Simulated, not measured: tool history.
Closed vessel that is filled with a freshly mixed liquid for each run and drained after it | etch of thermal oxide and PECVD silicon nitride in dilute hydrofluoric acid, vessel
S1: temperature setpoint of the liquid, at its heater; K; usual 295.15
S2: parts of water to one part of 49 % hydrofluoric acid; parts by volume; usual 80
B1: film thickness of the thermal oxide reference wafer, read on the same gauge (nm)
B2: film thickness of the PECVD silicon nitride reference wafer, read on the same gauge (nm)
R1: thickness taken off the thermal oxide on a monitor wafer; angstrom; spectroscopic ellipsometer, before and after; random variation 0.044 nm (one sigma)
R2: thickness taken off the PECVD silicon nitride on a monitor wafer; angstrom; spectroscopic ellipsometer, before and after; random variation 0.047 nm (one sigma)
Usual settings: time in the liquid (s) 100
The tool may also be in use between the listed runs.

Run 1, hour 0: usual settings but S1 292.15 K, S2 60 parts by volume; B1 50; B2 89.98. Result: R1 65.1 angstrom, R2 72.4 angstrom.
Run 2, hour 42: usual settings but S2 60 parts by volume; B1 49.99; B2 89.99. Result: R1 73.9 angstrom, R2 88.8 angstrom.
Run 3, hour 82: usual settings; B1 49.99; B2 89.99. Result: R1 53.8 angstrom, R2 67.3 angstrom.
Run 4, hour 152.5: usual settings but S1 291.65 K, S2 120 parts by volume, time in the liquid (s) 70; B1 49.99; B2 89.97. Result: R1 20.9 angstrom, R2 24.9 angstrom.
Run 5, hour 179.6: usual settings but S1 293.65 K, S2 105 parts by volume; B1 50; B2 89.98. Result: R1 38.2 angstrom, R2 45.8 angstrom.
Run 6, hour 225.8: usual settings but S1 298.65 K, S2 70 parts by volume, time in the liquid (s) 80; B1 49.98; B2 89.99. Result: R1 58.6 angstrom, R2 77.4 angstrom.
Run 7, hour 267.8: usual settings but S1 297.15 K, S2 45 parts by volume, time in the liquid (s) 145; B1 49.99; B2 90.01. Result: R1 161 angstrom, R2 193.7 angstrom.
Run 8, hour 303.1: usual settings; B1 49.99; B2 89.99. Result: R1 55 angstrom, R2 67.8 angstrom.
Run 9, hour 331.6: usual settings; B1 49.98; B2 89.99. Result: R1 54.4 angstrom, R2 68.2 angstrom.
Run 10, hour 376: usual settings but S1 299.15 K, time in the liquid (s) 55; B1 50.01; B2 90.02. Result: R1 35.8 angstrom, R2 48.3 angstrom.
Run 11, hour 437.5: usual settings but S1 292.15 K, S2 115 parts by volume, time in the liquid (s) 65; B1 50; B2 90.01. Result: R1 21 angstrom, R2 25.2 angstrom.
Run 12, hour 499.5: usual settings but S1 291.65 K, S2 50 parts by volume, time in the liquid (s) 50; B1 49.99; B2 90. Result: R1 40 angstrom, R2 41.9 angstrom.
Run 13, hour 553.5: usual settings; B1 50; B2 89.97. Result: R1 55.1 angstrom, R2 68.4 angstrom.
Run 14, hour 625.4: usual settings; B1 49.99; B2 90. Result: R1 55.2 angstrom, R2 69.1 angstrom.
Run 15, hour 653.7: usual settings but S2 50 parts by volume; B1 50; B2 90. Result: R1 92.9 angstrom, R2 108.5 angstrom.
Run 16, hour 690.9: usual settings but S1 296.65 K, S2 120 parts by volume, time in the liquid (s) 125; B1 50; B2 90.01. Result: R1 47.9 angstrom, R2 63.6 angstrom.
Run 17, hour 749.4: usual settings but S1 298.65 K, S2 110 parts by volume, time in the liquid (s) 155; B1 50; B2 90.02. Result: R1 70 angstrom, R2 97.9 angstrom.
Run 18, hour 799.7: usual settings; B1 50; B2 90. Result: R1 55.5 angstrom, R2 69.9 angstrom.
Run 19, hour 866.8: usual settings but S1 292.15 K, S2 50 parts by volume; B1 49.99; B2 89.99. Result: R1 82.2 angstrom, R2 89.2 angstrom.
At hour 874.2: thermometer replaced.
Run 20, hour 901.9: usual settings but S1 292.65 K, S2 100 parts by volume, time in the liquid (s) 85; B1 49.99; B2 89.99. Result: R1 33.8 angstrom, R2 40 angstrom.
Run 21, hour 948.6: usual settings but S1 296.65 K, S2 60 parts by volume, time in the liquid (s) 45; B1 49.98; B2 90. Result: R1 36.4 angstrom, R2 45.8 angstrom.
Run 22, hour 1004: usual settings but time in the liquid (s) 130; B1 49.98; B2 89.99. Result: R1 73.5 angstrom, R2 90 angstrom.
Run 23, hour 1052.9: usual settings but time in the liquid (s) 80; B1 49.99; B2 90. Result: R1 45.6 angstrom, R2 55.9 angstrom.
Run 24, hour 1101.9: usual settings but S1 300.15 K, S2 65 parts by volume, time in the liquid (s) 40; B1 50.01; B2 89.99. Result: R1 34.5 angstrom, R2 48 angstrom.
Run 25, hour 1156.4: usual settings but S1 297.65 K; B1 50.01; B2 90.01. Result: R1 62.4 angstrom, R2 83.1 angstrom.

The same runs without the tool's hidden state, with the same run-to-run variation:
The hidden state here: liquid hotter than its thermometer reads (K); hydrofluoric acid flow above the setpoint (%); gauge reads high (%).
run     R1     R2
  1   64.1   71.4
  2   72.7   87.5
  3   52.9   66.2
  4   20.5   24.4
  5   37.3   44.9
  6   57.2   75.7
  7  156.9  189.2
  8   53.5   66.2
  9   52.8   66.5
 10   34.7     47
 11   20.3   24.4
 12   38.6   40.5
 13   53.1   66.1
 14     53   66.6
 15   89.2  104.5
 16   45.8   61.2
 17   66.8   93.9
 18   52.9   66.9
 19   78.2   85.2
 20   32.1   38.1
 21   34.5   43.6
 22   69.5   85.6
 23   43.1   53.1
 24   32.5   45.4
 25   58.6   78.6

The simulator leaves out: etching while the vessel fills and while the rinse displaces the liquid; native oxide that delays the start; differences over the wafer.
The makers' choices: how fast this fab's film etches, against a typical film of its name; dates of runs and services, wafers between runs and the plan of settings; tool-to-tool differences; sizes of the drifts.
